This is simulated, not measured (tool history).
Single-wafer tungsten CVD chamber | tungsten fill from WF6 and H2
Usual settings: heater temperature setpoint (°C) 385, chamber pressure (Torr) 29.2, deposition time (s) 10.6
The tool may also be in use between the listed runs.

| run | hour | heater temperature setpoint (°C) | chamber pressure (Torr) | deposition time (s) | read-back reference wafer on the same gauge, thickness_nm | mean film thickness on the monitor wafer (nm) |
|---|---|---|---|---|---|---|
| 1 | 0.0 | 385 | 29.2 | 10.6 | 25.710 | 24.419 |
| 2 | 10.5 | 385 | 29.2 | 10.6 | 25.708 | 24.426 |
| 3 | 18.6 | 385 | 26.9 | 10.6 | 25.707 | 23.318 |
|  | 25.6 | gauge calibrated |
| 4 | 26.0 | 385 | 26.9 | 10.6 | 25.712 | 23.372 |
| 5 | 40.5 | 385 | 26.9 | 10.6 | 25.696 | 23.407 |
| 6 | 55.7 | 385 | 29.2 | 10.0 | 25.695 | 23.007 |
| 7 | 67.8 | 385 | 29.2 | 10.0 | 25.706 | 23.065 |
|  | 79.3 | showerhead replaced |
| 8 | 85.2 | 385 | 29.2 | 10.0 | 25.702 | 23.099 |
| 9 | 92.7 | 385 | 29.2 | 12.2 | 25.702 | 28.250 |
| 10 | 100.3 | 385 | 29.2 | 12.2 | 25.693 | 28.347 |
| 11 | 111.8 | 385 | 29.2 | 12.2 | 25.685 | 28.177 |
|  | 132.5 | capacitance manometer re-zeroed and calibrated |
| 12 | 133.0 | 397 | 29.2 | 11.7 | 25.701 | 33.197 |
| 13 | 142.8 | 385 | 29.2 | 10.6 | 25.702 | 24.651 |
| 14 | 152.6 | 398 | 24.2 | 12.1 | 25.692 | 31.628 |
| 15 | 162.9 | 395 | 29.2 | 12.6 | 25.707 | 34.650 |
| 16 | 176.4 | 385 | 29.2 | 9.6 | 25.701 | 22.290 |
| 17 | 189.3 | 379 | 29.2 | 9.5 | 25.700 | 19.861 |
| 18 | 202.7 | 397 | 29.2 | 10.0 | 25.700 | 28.316 |
| 19 | 216.6 | 385 | 29.2 | 10.6 | 25.716 | 24.717 |
| 20 | 222.8 | 376 | 32.9 | 11.5 | 25.710 | 24.417 |
| 21 | 230.1 | 393 | 29.2 | 9.0 | 25.709 | 23.913 |
| 22 | 240.6 | 385 | 29.2 | 10.1 | 25.701 | 23.440 |
| 23 | 257.4 | 385 | 32.6 | 10.6 | 25.715 | 26.121 |
|  | 271.4 | thermocouple changed; heater temperature recalibrated |
| 24 | 271.9 | 390 | 32.1 | 9.3 | 25.704 | 23.339 |
| 25 | 283.2 | 385 | 26.1 | 10.0 | 25.702 | 20.718 |
| 26 | 301.1 | 385 | 29.2 | 10.6 | 25.708 | 23.332 |
| 27 | 307.2 | 396 | 29.2 | 10.6 | 25.694 | 28.047 |
| 28 | 313.7 | 385 | 35.8 | 9.1 | 25.697 | 22.228 |
| 29 | 319.7 | 380 | 35.9 | 8.5 | 25.693 | 19.064 |
| 30 | 329.1 | 385 | 29.2 | 10.6 | 25.703 | 23.411 |
| 31 | 342.4 | 371 | 24.6 | 11.2 | 25.696 | 17.572 |
| 32 | 354.0 | 385 | 29.2 | 10.6 | 25.702 | 23.367 |
| 33 | 368.7 | 385 | 29.2 | 10.6 | 25.705 | 23.399 |
| 34 | 385.2 | 397 | 29.2 | 10.0 | 25.703 | 27.008 |

Forecast each of these 4 alternatives for the next run:
| A | 385.6 | 385 | 29.2 | 11.3 | ? | ? |
| B | 385.6 | 385 | 22.1 | 10.6 | ? | ? |
| C | 385.6 | 380 | 33.7 | 11.5 | ? | ? |
| D | 385.6 | 392 | 34.0 | 12.1 | ? | ? |

| run | read-back reference wafer on the same gauge, thickness_nm | mean film thickness on the monitor wafer (nm) |
|---|---|---|
| A | 25.706 | 24.860 |
| B | 25.706 | 20.120 |
| C | 25.706 | 24.938 |
| D | 25.706 | 32.455 |
Without the tool's hidden state the same runs would have given:
| run | mean film thickness on the monitor wafer (nm) |
|---|---|
| A | 24.632 |
| B | 19.935 |
| C | 24.706 |
| D | 32.170 |
